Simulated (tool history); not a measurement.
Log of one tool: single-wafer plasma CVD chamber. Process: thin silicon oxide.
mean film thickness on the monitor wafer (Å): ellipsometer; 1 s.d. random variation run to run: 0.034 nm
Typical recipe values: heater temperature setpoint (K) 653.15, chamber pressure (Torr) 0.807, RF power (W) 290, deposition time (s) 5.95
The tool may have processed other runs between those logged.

run	hour	heater temperature setpoint (K)	chamber pressure (Torr)	RF power (W)	deposition time (s)	wafers since the last listed run	hours since the last thermocouple change	hours since the last RF generator calibration	hours since the last manometer calibration	hours since the showerhead was replaced	hours since the gauge calibration	read-back reference wafer on the same gauge, thickness_nm	mean film thickness on the monitor wafer (Å)
1	0	653.15	0.807	290	5.95	0	658	1969.3	2056.8	2806.5	233.2	9.496	113.17
2	30.7	653.15	0.807	290	5.95	1119	688.7	2000	2087.5	2837.2	263.9	9.498	113.15
3	56.6	653.15	0.807	290	5.95	944	714.6	2025.9	2113.4	2863.1	289.8	9.498	113.35
4	82.2	653.15	0.807	290	5.95	933	740.2	2051.5	2139	2888.7	315.4	9.501	112.89
5	116	653.15	0.807	290	5.95	1232	774	2085.3	2172.8	2922.5	349.2	9.506	113.08
6	148.5	645.15	0.807	290	5.07	1185	806.5	2117.8	2205.3	2955	381.7	9.501	96.61
7	160.6	645.15	0.807	290	5.07	441	818.6	2129.9	2217.4	2967.1	393.8	9.502	97.23
8	176.7	653.15	0.807	290	5.95	587	834.7	2146	2233.5	2983.2	409.9	9.504	113.46
9	202.4	653.15	0.807	290	5.34	937	860.4	2171.7	2259.2	3008.9	435.6	9.502	101.32
10	226.1	648.15	0.807	290	6.85	864	884.1	2195.4	2282.9	3032.6	459.3	9.496	130.72
11	255.8	653.15	0.807	290	5.95	1083	913.8	2225.1	2312.6	3062.3	489	9.503	113.5
12	273.4	653.15	0.807	245	5.95	641	931.4	2242.7	2330.2	3079.9	506.6	9.492	102.91
13	288.7	653.15	0.807	245	5.95	557	946.7	2258	2345.5	3095.2	521.9	9.501	103.17
14	324.3	649.15	0.807	290	5.95	1298	982.3	2293.6	2381.1	3130.8	557.5	9.504	113.45
# hour 330.7: gauge calibrated
# hour 372.7: thermocouple changed; heater temperature recalibrated
15	376.7	639.15	0.694	290	5.95	1619	4	2346	2433.5	3183.2	46	9.505	98.95
# hour 385.9: showerhead replaced
# hour 404.4: RF generator calibrated
# hour 421: capacitance manometer re-zeroed and calibrated
16	432.8	653.15	0.807	290	5.95	1170	60.1	28.4	11.8	46.9	102.1	9.505	110.94
17	457.6	653.15	0.677	245	5.95	904	84.9	53.2	36.6	71.7	126.9	9.499	84.65
18	488.5	646.15	0.807	290	5.95	1126	115.8	84.1	67.5	102.6	157.8	9.497	111.5
19	511.8	640.15	0.888	320	5.95	849	139.1	107.4	90.8	125.9	181.1	9.498	128.74
20	570.7	662.15	0.807	240	5.95	2148	198	166.3	149.7	184.8	240	9.501	99.86
21	585	653.15	0.807	265	5.95	521	212.3	180.6	164	199.1	254.3	9.5	106.47
22	604.7	653.15	0.711	290	5.95	718	232	200.3	183.7	218.8	274	9.495	97.89
23	629.9	653.15	0.678	290	5.95	919	257.2	225.5	208.9	244	299.2	9.504	93.15
24	658.6	646.15	0.807	275	6.98	1046	285.9	254.2	237.6	272.7	327.9	9.498	127.87
25	682.1	653.15	0.807	290	5.95	857	309.4	277.7	261.1	296.2	351.4	9.504	111.58
26	695.7	644.15	0.634	240	5.95	495	323	291.3	274.7	309.8	365	9.497	78.19
27	722.1	653.15	0.636	345	5.08	962	349.4	317.7	301.1	336.2	391.4	9.51	80.3
28	736.2	653.15	0.807	290	5.95	514	363.5	331.8	315.2	350.3	405.5	9.497	111.54
29	763.5	639.15	0.955	325	5.31	995	390.8	359.1	342.5	377.6	432.8	9.51	123.57

3 options for the next run, each taken on its own from the tool as it stands now. Forecast them:
A	763.9	653.15	0.807	290	5.95	14	391.2	359.5	342.9	378	433.2	?	?
B	763.9	653.15	0.94	290	5.95	14	391.2	359.5	342.9	378	433.2	?	?
C	763.9	658.15	0.867	290	5.95	14	391.2	359.5	342.9	378	433.2	?	?

run	read-back reference wafer on the same gauge, thickness_nm	mean film thickness on the monitor wafer (Å)
A	9.497	111.88
B	9.497	127.86
C	9.497	118.71
With the hidden condition removed and each run's random variation left untouched, the same runs would have given:
run	mean film thickness on the monitor wafer (Å)
A	110.26
B	126.24
C	117.21

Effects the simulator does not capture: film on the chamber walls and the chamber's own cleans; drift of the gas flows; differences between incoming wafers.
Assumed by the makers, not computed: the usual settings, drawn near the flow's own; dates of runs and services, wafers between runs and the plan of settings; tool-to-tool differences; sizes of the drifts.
